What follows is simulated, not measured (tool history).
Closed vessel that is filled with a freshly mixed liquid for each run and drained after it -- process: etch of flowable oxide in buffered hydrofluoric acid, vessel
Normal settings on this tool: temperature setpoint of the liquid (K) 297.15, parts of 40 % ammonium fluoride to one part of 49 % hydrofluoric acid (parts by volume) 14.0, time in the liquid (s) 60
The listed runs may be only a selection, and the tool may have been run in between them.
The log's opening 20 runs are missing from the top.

| run | hour | temperature setpoint of the liquid (K) | parts of 40 % ammonium fluoride to one part of 49 % hydrofluoric acid (parts by volume) | time in the liquid (s) | wafers since the last listed run | hours since the thermometer was replaced | hours since the hydrofluoric acid flow meter was replaced | hours since the gauge calibration | read-back film thickness of the flowable oxide reference wafer, read on the same gauge (nm) | thickness taken off the flowable oxide on a monitor wafer (nm) |
|---|---|---|---|---|---|---|---|---|---|---|
| 21 | 1802.9 | 299.15 | 19.0 | 75 | 8479 | 91.0 | 471.5 | 2936.0 | 40.04 | 198.68 |
|  | 1846.0 | hydrofluoric acid flow meter replaced |
| 22 | 1884.4 | 299.65 | 18.0 | 45 | 8762 | 172.5 | 38.4 | 3017.5 | 39.98 | 126.92 |
| 23 | 1963.6 | 299.15 | 14.0 | 60 | 8621 | 251.7 | 117.6 | 3096.7 | 39.98 | 214.39 |
|  | 2019.6 | gauge calibrated |
| 24 | 2040.3 | 297.15 | 14.0 | 60 | 8349 | 328.4 | 194.3 | 20.7 | 39.99 | 190.54 |
| 25 | 2092.0 | 297.15 | 14.0 | 60 | 5627 | 380.1 | 246.0 | 72.4 | 40.02 | 191.71 |
| 26 | 2173.7 | 297.15 | 10.0 | 40 | 8893 | 461.8 | 327.7 | 154.1 | 40.01 | 176.52 |
|  | 2397.0 | hydrofluoric acid flow meter replaced |
| 27 | 2443.3 | 295.65 | 10.5 | 85 | 29238 | 731.4 | 46.3 | 423.7 | 40.02 | 327.74 |
| 28 | 2540.6 | 300.15 | 10.0 | 60 | 10591 | 828.7 | 143.6 | 521.0 | 39.98 | 312.81 |
| 29 | 2601.9 | 292.65 | 16.0 | 80 | 6672 | 890.0 | 204.9 | 582.3 | 40.02 | 173.20 |
| 30 | 2673.2 | 297.15 | 18.0 | 50 | 7761 | 961.3 | 276.2 | 653.6 | 40.01 | 123.95 |
| 31 | 2730.5 | 294.65 | 9.5 | 35 | 6237 | 1018.6 | 333.5 | 710.9 | 39.97 | 138.07 |
| 32 | 2810.7 | 300.15 | 17.0 | 85 | 8730 | 1098.8 | 413.7 | 791.1 | 40.00 | 260.24 |
| 33 | 2912.8 | 297.15 | 14.0 | 60 | 11113 | 1200.9 | 515.8 | 893.2 | 39.96 | 188.95 |
|  | 2960.8 | hydrofluoric acid flow meter replaced |
| 34 | 3013.3 | 297.15 | 14.0 | 35 | 10830 | 1301.4 | 52.5 | 993.7 | 40.00 | 110.72 |

Branching from run 34: 3 alternative next runs. What would each branch give?
| A | 3014.0 | 297.15 | 14.0 | 60 | 76 | 1302.1 | 53.2 | 994.4 | ? | ? |
| B | 3014.0 | 301.15 | 16.0 | 80 | 76 | 1302.1 | 53.2 | 994.4 | ? | ? |
| C | 3014.0 | 295.65 | 12.0 | 60 | 76 | 1302.1 | 53.2 | 994.4 | ? | ? |

| run | read-back film thickness of the flowable oxide reference wafer, read on the same gauge (nm) | thickness taken off the flowable oxide on a monitor wafer (nm) |
|---|---|---|
| A | 40.00 | 188.41 |
| B | 40.00 | 273.49 |
| C | 40.00 | 201.79 |
Without the tool's hidden state the same runs would have given:
| run | thickness taken off the flowable oxide on a monitor wafer (nm) |
|---|---|
| A | 190.90 |
| B | 277.01 |
| C | 204.48 |
